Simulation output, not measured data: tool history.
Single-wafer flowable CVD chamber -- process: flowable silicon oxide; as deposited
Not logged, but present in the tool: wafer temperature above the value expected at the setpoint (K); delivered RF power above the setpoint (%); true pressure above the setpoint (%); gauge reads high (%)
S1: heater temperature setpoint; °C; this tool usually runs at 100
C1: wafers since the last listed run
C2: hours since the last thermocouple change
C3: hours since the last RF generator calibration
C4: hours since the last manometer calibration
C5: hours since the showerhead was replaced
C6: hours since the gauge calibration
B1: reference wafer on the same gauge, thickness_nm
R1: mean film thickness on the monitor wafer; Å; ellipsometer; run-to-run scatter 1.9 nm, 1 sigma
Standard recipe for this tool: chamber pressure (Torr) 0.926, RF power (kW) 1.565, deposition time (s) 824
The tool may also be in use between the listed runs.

{"run": 1, "day": 0.0, "S1": 100, "chamber pressure (Torr)": 0.926, "RF power (kW)": 1.565, "deposition time (s)": 824, "C1": 0, "C2": 420.1, "C3": 152.1, "C4": 828, "C5": 4564.4, "C6": 1742.8, "B1": 589.728, "R1": 5525.47}
{"run": 2, "day": 1.138, "S1": 100, "chamber pressure (Torr)": 0.926, "RF power (kW)": 1.565, "deposition time (s)": 824, "C1": 46, "C2": 447.4, "C3": 179.4, "C4": 855.3, "C5": 4591.7, "C6": 1770.1, "B1": 590.08, "R1": 5542.46}
{"run": 3, "day": 2.696, "S1": 100, "chamber pressure (Torr)": 0.926, "RF power (kW)": 1.565, "deposition time (s)": 824, "C1": 63, "C2": 484.8, "C3": 216.8, "C4": 892.7, "C5": 4629.1, "C6": 1807.5, "B1": 589.997, "R1": 5555.34}
{"day": 4.283, "done": "gauge calibrated"}
{"day": 5.117, "done": "capacitance manometer re-zeroed and calibrated"}
{"run": 4, "day": 5.204, "S1": 100, "chamber pressure (Torr)": 0.926, "RF power (kW)": 1.565, "deposition time (s)": 824, "C1": 88, "C2": 545, "C3": 277, "C4": 2.1, "C5": 4689.3, "C6": 22.1, "B1": 589.859, "R1": 5539.54}
{"run": 5, "day": 6.629, "S1": 100, "chamber pressure (Torr)": 0.926, "RF power (kW)": 1.565, "deposition time (s)": 824, "C1": 57, "C2": 579.2, "C3": 311.2, "C4": 36.3, "C5": 4723.5, "C6": 56.3, "B1": 590.057, "R1": 5526.02}
{"run": 6, "day": 8.567, "S1": 100, "chamber pressure (Torr)": 0.926, "RF power (kW)": 1.565, "deposition time (s)": 824, "C1": 78, "C2": 625.7, "C3": 357.7, "C4": 82.8, "C5": 4770, "C6": 102.8, "B1": 590.411, "R1": 5551.32}
{"run": 7, "day": 11.129, "S1": 100, "chamber pressure (Torr)": 0.926, "RF power (kW)": 1.565, "deposition time (s)": 824, "C1": 104, "C2": 687.2, "C3": 419.2, "C4": 144.3, "C5": 4831.5, "C6": 164.3, "B1": 590.43, "R1": 5533.73}
{"run": 8, "day": 13.408, "S1": 100, "chamber pressure (Torr)": 0.926, "RF power (kW)": 1.565, "deposition time (s)": 824, "C1": 92, "C2": 741.9, "C3": 473.9, "C4": 199, "C5": 4886.2, "C6": 219, "B1": 589.748, "R1": 5556.76}
{"run": 9, "day": 15.533, "S1": 100, "chamber pressure (Torr)": 0.926, "RF power (kW)": 1.39, "deposition time (s)": 824, "C1": 86, "C2": 792.9, "C3": 524.9, "C4": 250, "C5": 4937.2, "C6": 270, "B1": 589.716, "R1": 5130.12}
{"run": 10, "day": 20.65, "S1": 109, "chamber pressure (Torr)": 1.143, "RF power (kW)": 1.565, "deposition time (s)": 824, "C1": 207, "C2": 915.7, "C3": 647.7, "C4": 372.8, "C5": 5060, "C6": 392.8, "B1": 589.933, "R1": 4918.26}
{"run": 11, "day": 21.896, "S1": 95, "chamber pressure (Torr)": 1.032, "RF power (kW)": 1.565, "deposition time (s)": 824, "C1": 50, "C2": 945.6, "C3": 677.6, "C4": 402.7, "C5": 5089.9, "C6": 422.7, "B1": 589.931, "R1": 7288.91}
{"day": 22.233, "done": "showerhead replaced"}
{"run": 12, "day": 22.975, "S1": 100, "chamber pressure (Torr)": 0.926, "RF power (kW)": 1.565, "deposition time (s)": 824, "C1": 30, "C2": 971.5, "C3": 703.5, "C4": 428.6, "C5": 17.8, "C6": 448.6, "B1": 590.474, "R1": 5544.39}
{"run": 13, "day": 24.458, "S1": 100, "chamber pressure (Torr)": 0.926, "RF power (kW)": 1.29, "deposition time (s)": 824, "C1": 60, "C2": 1007.1, "C3": 739.1, "C4": 464.2, "C5": 53.4, "C6": 484.2, "B1": 590.167, "R1": 4803.39}
{"run": 14, "day": 27.375, "S1": 100, "chamber pressure (Torr)": 0.996, "RF power (kW)": 1.42, "deposition time (s)": 824, "C1": 118, "C2": 1077.1, "C3": 809.1, "C4": 534.2, "C5": 123.4, "C6": 554.2, "B1": 590.36, "R1": 5560.16}
{"day": 29.467, "done": "thermocouple changed; heater temperature recalibrated"}
{"run": 15, "day": 29.95, "S1": 100, "chamber pressure (Torr)": 0.926, "RF power (kW)": 1.565, "deposition time (s)": 824, "C1": 91, "C2": 11.6, "C3": 870.9, "C4": 596, "C5": 185.2, "C6": 616, "B1": 590.183, "R1": 5519.83}
{"run": 16, "day": 31.854, "S1": 112, "chamber pressure (Torr)": 0.85, "RF power (kW)": 1.565, "deposition time (s)": 662, "C1": 77, "C2": 57.3, "C3": 916.6, "C4": 641.7, "C5": 230.9, "C6": 661.7, "B1": 589.444, "R1": 2664.22}
{"run": 17, "day": 33.708, "S1": 106, "chamber pressure (Torr)": 0.926, "RF power (kW)": 1.565, "deposition time (s)": 824, "C1": 75, "C2": 101.8, "C3": 961.1, "C4": 686.2, "C5": 275.4, "C6": 706.2, "B1": 590.028, "R1": 4403.79}
{"run": 18, "day": 35.588, "S1": 111, "chamber pressure (Torr)": 1.065, "RF power (kW)": 1.565, "deposition time (s)": 824, "C1": 76, "C2": 146.9, "C3": 1006.2, "C4": 731.3, "C5": 320.5, "C6": 751.3, "B1": 590.148, "R1": 4315.12}
{"run": 19, "day": 36.883, "S1": 96, "chamber pressure (Torr)": 0.926, "RF power (kW)": 1.565, "deposition time (s)": 905, "C1": 52, "C2": 178, "C3": 1037.3, "C4": 762.4, "C5": 351.6, "C6": 782.4, "B1": 589.927, "R1": 6941.22}
{"run": 20, "day": 39.883, "S1": 100, "chamber pressure (Torr)": 0.926, "RF power (kW)": 1.565, "deposition time (s)": 824, "C1": 121, "C2": 250, "C3": 1109.3, "C4": 834.4, "C5": 423.6, "C6": 854.4, "B1": 589.758, "R1": 5445.13}
{"day": 40.488, "done": "capacitance manometer re-zeroed and calibrated"}
{"run": 21, "day": 40.883, "S1": 100, "chamber pressure (Torr)": 0.926, "RF power (kW)": 1.565, "deposition time (s)": 824, "C1": 27, "C2": 274, "C3": 1133.3, "C4": 9.5, "C5": 447.6, "C6": 878.4, "B1": 589.441, "R1": 5497.43}
{"run": 22, "day": 42.133, "S1": 100, "chamber pressure (Torr)": 0.926, "RF power (kW)": 1.565, "deposition time (s)": 824, "C1": 50, "C2": 304, "C3": 1163.3, "C4": 39.5, "C5": 477.6, "C6": 908.4, "B1": 589.98, "R1": 5442.1}
{"run": 23, "day": 43.538, "S1": 100, "chamber pressure (Torr)": 0.926, "RF power (kW)": 1.565, "deposition time (s)": 718, "C1": 57, "C2": 337.7, "C3": 1197, "C4": 73.2, "C5": 511.3, "C6": 942.1, "B1": 589.842, "R1": 4773.13}
{"run": 24, "day": 51.392, "S1": 100, "chamber pressure (Torr)": 0.795, "RF power (kW)": 1.645, "deposition time (s)": 824, "C1": 318, "C2": 526.2, "C3": 1385.5, "C4": 261.7, "C5": 699.8, "C6": 1130.6, "B1": 589.756, "R1": 4789.78}
{"run": 25, "day": 54.146, "S1": 86, "chamber pressure (Torr)": 0.827, "RF power (kW)": 1.645, "deposition time (s)": 745, "C1": 111, "C2": 592.3, "C3": 1451.6, "C4": 327.8, "C5": 765.9, "C6": 1196.7, "B1": 589.903, "R1": 7248.59}
{"run": 26, "day": 56.979, "S1": 100, "chamber pressure (Torr)": 0.926, "RF power (kW)": 1.565, "deposition time (s)": 824, "C1": 115, "C2": 660.3, "C3": 1519.6, "C4": 395.8, "C5": 833.9, "C6": 1264.7, "B1": 590.211, "R1": 5483.58}
{"day": 57.462, "done": "RF generator calibrated"}
{"run": 27, "day": 58.592, "S1": 110, "chamber pressure (Torr)": 1.02, "RF power (kW)": 1.47, "deposition time (s)": 903, "C1": 51, "C2": 699, "C3": 27.1, "C4": 434.5, "C5": 872.6, "C6": 1303.4, "B1": 589.699, "R1": 4527.5}

5 ways to go on from here, each from the tool as it stands after run 27. What would each give?
{"run": "A", "day": 58.617, "S1": 100, "chamber pressure (Torr)": 0.926, "RF power (kW)": 1.565, "deposition time (s)": 824, "C1": 1, "C2": 699.6, "C3": 27.7, "C4": 435.1, "C5": 873.2, "C6": 1304, "B1": "?", "R1": "?"}
{"run": "B", "day": 58.617, "S1": 88, "chamber pressure (Torr)": 1.077, "RF power (kW)": 1.71, "deposition time (s)": 824, "C1": 1, "C2": 699.6, "C3": 27.7, "C4": 435.1, "C5": 873.2, "C6": 1304, "B1": "?", "R1": "?"}
{"run": "C", "day": 58.617, "S1": 100, "chamber pressure (Torr)": 1.09, "RF power (kW)": 1.385, "deposition time (s)": 824, "C1": 1, "C2": 699.6, "C3": 27.7, "C4": 435.1, "C5": 873.2, "C6": 1304, "B1": "?", "R1": "?"}
{"run": "D", "day": 58.617, "S1": 107, "chamber pressure (Torr)": 1.123, "RF power (kW)": 1.565, "deposition time (s)": 824, "C1": 1, "C2": 699.6, "C3": 27.7, "C4": 435.1, "C5": 873.2, "C6": 1304, "B1": "?", "R1": "?"}
{"run": "E", "day": 58.617, "S1": 100, "chamber pressure (Torr)": 0.926, "RF power (kW)": 1.76, "deposition time (s)": 824, "C1": 1, "C2": 699.6, "C3": 27.7, "C4": 435.1, "C5": 873.2, "C6": 1304, "B1": "?", "R1": "?"}

run=A B1=590.192 R1=5589.69
run=B B1=590.192 R1=10225.93
run=C B1=590.192 R1=6096.42
run=D B1=590.192 R1=5276.43
run=E B1=590.192 R1=5881.32
Stripped of hidden state, with their random variation kept, the same runs would have yielded:
run=A R1=5593.54
run=B R1=10232.97
run=C R1=6101.87
run=D R1=5280.06
run=E R1=5884.6
